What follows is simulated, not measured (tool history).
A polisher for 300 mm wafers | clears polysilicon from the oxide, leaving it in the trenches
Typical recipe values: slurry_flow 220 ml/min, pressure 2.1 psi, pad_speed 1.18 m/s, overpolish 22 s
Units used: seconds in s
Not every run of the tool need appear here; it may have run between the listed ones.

run	day	slurry_flow	pressure	pad_speed	overpolish	incoming thickness of the incoming film, nm	seconds
1	0	220	2.6	1.38	22	524.7	40.3
2	0.7	220	2.6	1.38	22	514.9	40.5
# day 1.146: worn pad replaced by a new one
3	1.383	220	2.1	1.18	22	514.9	60.6
4	1.946	220	2.1	1.18	22	524.6	62.9
5	2.229	220	2.1	1.18	22	521.9	60.4
6	2.792	165	2.1	1.18	22	510.7	61.5
7	3.517	165	2.1	1.18	22	522.6	64.5
# day 3.838: worn pad replaced by a new one, repeated, since the last time left the tool worse
8	4.075	165	2.1	1.18	22	520.5	53.3
9	4.338	220	2.1	1.18	22	520	51.3
10	5.075	220	2.1	1.18	22	529.3	53.4
11	5.5	220	2.1	1.18	22	516.3	51.4
12	5.821	220	2.1	1.18	22	514.1	51.8
13	6.196	220	2.1	1.18	22	513.6	53.7
# day 6.283: slurry nozzle cleaned
14	7.946	220	2.1	1.18	22	525.5	56.7
# day 8.317: worn pad replaced by a new one
15	8.45	220	2.1	1.18	22	517.6	51.2
16	9.104	220	1.5	1.06	32	521.8	69.9
17	9.467	220	2.7	1.36	30	525.3	39.3
18	9.767	220	1.8	1.18	15	530.3	59.5
19	10.171	220	2.1	1.18	22	528.8	55.3
20	10.467	220	2.1	1.18	26	521.2	53.2
21	11.033	220	2.1	1.18	22	525.3	53.9
22	11.429	220	2.1	1.18	22	522.2	54.8
23	12.171	285	2.1	0.9	22	520.7	73.2
# day 12.8: worn pad replaced by a new one
24	12.896	220	2.1	1.18	22	521.1	52.4
25	13.354	265	2.1	1.18	22	522	50.1
26	13.962	220	2.1	1.18	22	528.8	54.3
# day 14.292: head pressure recalibrated
27	14.446	290	2.5	1.4	22	519.6	38.7
28	15.021	220	2.7	1.18	27	522.4	45.6
29	15.388	220	2.7	1.18	27	518.9	47.2
30	15.746	240	1.4	1	29	516.2	79.8
31	16.392	220	2.1	1.18	22	520.9	56.1
32	16.858	150	1.6	1.38	10	525.4	58
# day 17.125: worn pad replaced by a new one
33	17.554	185	2.8	1.4	30	518.1	39
34	18	220	1.9	1.18	29	522	55.5
35	19.842	220	2.1	1.18	22	521.5	55.6

Forecast each of these 4 alternatives for the next run:
A	19.858	220	2.1	1.18	22	527.4	?
B	19.858	220	1.4	1.18	22	527.4	?
C	19.858	220	2.1	1.18	33	527.4	?
D	19.858	220	2.1	0.92	26	527.4	?

run	seconds
A	55.7
B	69.6
C	55.7
D	71.4
Stripped of hidden state, with their random variation kept, the same runs would have yielded:
run	seconds
A	53
B	66.3
C	53
D	68

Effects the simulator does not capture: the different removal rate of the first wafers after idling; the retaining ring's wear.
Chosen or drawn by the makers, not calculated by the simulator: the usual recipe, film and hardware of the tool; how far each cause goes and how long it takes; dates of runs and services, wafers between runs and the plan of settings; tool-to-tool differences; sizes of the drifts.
